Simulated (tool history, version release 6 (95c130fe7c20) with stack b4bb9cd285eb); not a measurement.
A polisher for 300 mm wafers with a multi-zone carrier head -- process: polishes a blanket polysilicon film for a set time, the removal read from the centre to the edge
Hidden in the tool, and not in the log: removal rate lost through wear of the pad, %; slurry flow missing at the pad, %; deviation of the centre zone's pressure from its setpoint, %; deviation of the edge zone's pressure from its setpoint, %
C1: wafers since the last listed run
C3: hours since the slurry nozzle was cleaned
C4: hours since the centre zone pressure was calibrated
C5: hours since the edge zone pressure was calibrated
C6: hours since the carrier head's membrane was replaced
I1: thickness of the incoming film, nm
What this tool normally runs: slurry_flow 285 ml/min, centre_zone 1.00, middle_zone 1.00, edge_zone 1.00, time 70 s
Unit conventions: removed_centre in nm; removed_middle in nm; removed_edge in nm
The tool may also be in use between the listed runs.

Run 1, hour 0.0: usual settings but centre_zone 0.93, time 53 s; C1 0; wafers polished on this pad 613; C3 477.2; C4 113.7; C5 281.3; C6 946.3; I1 2405.1. Result: removed_centre 182.0 nm, removed_middle 198.5 nm, removed_edge 198.3 nm.
Run 2, hour 35.9: usual settings but centre_zone 0.93, time 53 s; C1 279; wafers polished on this pad 892; C3 513.1; C4 149.6; C5 317.2; C6 982.2; I1 2342.9. Result: removed_centre 179.9 nm, removed_middle 193.7 nm, removed_edge 195.9 nm.
At hour 66.2: worn pad replaced by a new one.
Run 3, hour 66.7: usual settings but centre_zone 0.93, time 53 s; C1 208; wafers polished on this pad 3; C3 543.9; C4 180.4; C5 348.0; C6 1013.0; I1 2327.2. Result: removed_centre 190.1 nm, removed_middle 206.9 nm, removed_edge 209.7 nm.
Run 4, hour 107.3: usual settings but middle_zone 0.91, edge_zone 1.03; C1 315; wafers polished on this pad 319; C3 584.5; C4 221.0; C5 388.6; C6 1053.6; I1 2375.8. Result: removed_centre 265.7 nm, removed_middle 247.6 nm, removed_edge 270.5 nm.
Run 5, hour 153.9: usual settings but middle_zone 0.91, edge_zone 1.03; C1 362; wafers polished on this pad 682; C3 631.1; C4 267.6; C5 435.2; C6 1100.2; I1 2361.5. Result: removed_centre 252.5 nm, removed_middle 242.6 nm, removed_edge 268.4 nm.
At hour 205.1: worn pad replaced by a new one.
Run 6, hour 207.1: usual settings but centre_zone 1.05; C1 382; wafers polished on this pad 15; C3 684.3; C4 320.8; C5 488.4; C6 1153.4; I1 2396.4. Result: removed_centre 278.6 nm, removed_middle 272.8 nm, removed_edge 274.9 nm.
At hour 226.1: carrier head's membrane replaced by a new one.
At hour 228.4: edge zone pressure recalibrated.
At hour 242.3: slurry nozzle cleaned.
At hour 277.9: centre zone pressure recalibrated.
Run 7, hour 315.7: usual settings but time 78 s; C1 766; wafers polished on this pad 782; C3 73.4; C4 37.8; C5 87.3; C6 89.6; I1 2347.6. Result: removed_centre 280.5 nm, removed_middle 285.4 nm, removed_edge 283.6 nm.
At hour 343.9: worn pad replaced by a new one.
Run 8, hour 357.0: usual settings but middle_zone 0.91, edge_zone 1.03; C1 290; wafers polished on this pad 101; C3 114.7; C4 79.1; C5 128.6; C6 130.9; I1 2359.9. Result: removed_centre 267.7 nm, removed_middle 255.4 nm, removed_edge 271.4 nm.
Run 9, hour 385.5: usual settings but middle_zone 0.96; C1 221; wafers polished on this pad 323; C3 143.2; C4 107.6; C5 157.1; C6 159.4; I1 2337.1. Result: removed_centre 260.6 nm, removed_middle 256.9 nm, removed_edge 262.5 nm.
Run 10, hour 421.0: usual settings but middle_zone 0.96, edge_zone 1.12; C1 276; wafers polished on this pad 599; C3 178.7; C4 143.1; C5 192.6; C6 194.9; I1 2380.5. Result: removed_centre 253.8 nm, removed_middle 250.3 nm, removed_edge 274.5 nm.
At hour 468.8: worn pad replaced by a new one.
Run 11, hour 474.2: usual settings but centre_zone 0.88; C1 382; wafers polished on this pad 42; C3 231.9; C4 196.3; C5 245.8; C6 248.1; I1 2324.5. Result: removed_centre 234.5 nm, removed_middle 273.0 nm, removed_edge 273.5 nm.
Run 12, hour 507.6: usual settings but edge_zone 1.09, time 82 s; C1 259; wafers polished on this pad 301; C3 265.3; C4 229.7; C5 279.2; C6 281.5; I1 2406.2. Result: removed_centre 314.0 nm, removed_middle 312.3 nm, removed_edge 324.8 nm.
Run 13, hour 561.6: usual settings but middle_zone 0.92; C1 420; wafers polished on this pad 721; C3 319.3; C4 283.7; C5 333.2; C6 335.5; I1 2384.7. Result: removed_centre 258.4 nm, removed_middle 241.3 nm, removed_edge 262.0 nm.
Run 14, hour 586.9: usual settings but centre_zone 1.04; C1 196; wafers polished on this pad 918; C3 344.6; C4 309.0; C5 358.5; C6 360.8; I1 2389.7. Result: removed_centre 260.1 nm, removed_middle 259.4 nm, removed_edge 262.9 nm.
At hour 594.2: worn pad replaced by a new one.
Run 15, hour 651.1: usual settings; C1 468; wafers polished on this pad 442; C3 408.8; C4 373.2; C5 422.7; C6 425.0; I1 2386.2. Result: removed_centre 261.3 nm, removed_middle 264.7 nm, removed_edge 267.2 nm.

For each run, the measured value with the value that run would have given without the tool's hidden condition subtracted. The run-to-run variation is shared by both, the gauge scatter possibly not:
run  removed_centre  removed_middle  removed_edge
  1            -8.6            -9.4          -9.4
  2           -12.1           -13.1         -13.2
  3            -0.2            -0.3          -0.3
  4            -5.8            -5.5          -5.9
  5           -11.8           -11.4         -12.5
  6            -3.3            -3.3          -3.3
  7           -19.7           -20.1         -19.9
  8            -4.6            -4.4          -4.6
  9            -8.3            -8.1          -8.3
 10           -13.0           -12.7         -14.0
 11            -1.3            -1.5          -1.5
 12            -7.0            -7.0          -7.3
 13           -13.2           -12.4         -13.4
 14           -17.0           -16.9         -17.1
 15            -8.1            -8.1          -8.2

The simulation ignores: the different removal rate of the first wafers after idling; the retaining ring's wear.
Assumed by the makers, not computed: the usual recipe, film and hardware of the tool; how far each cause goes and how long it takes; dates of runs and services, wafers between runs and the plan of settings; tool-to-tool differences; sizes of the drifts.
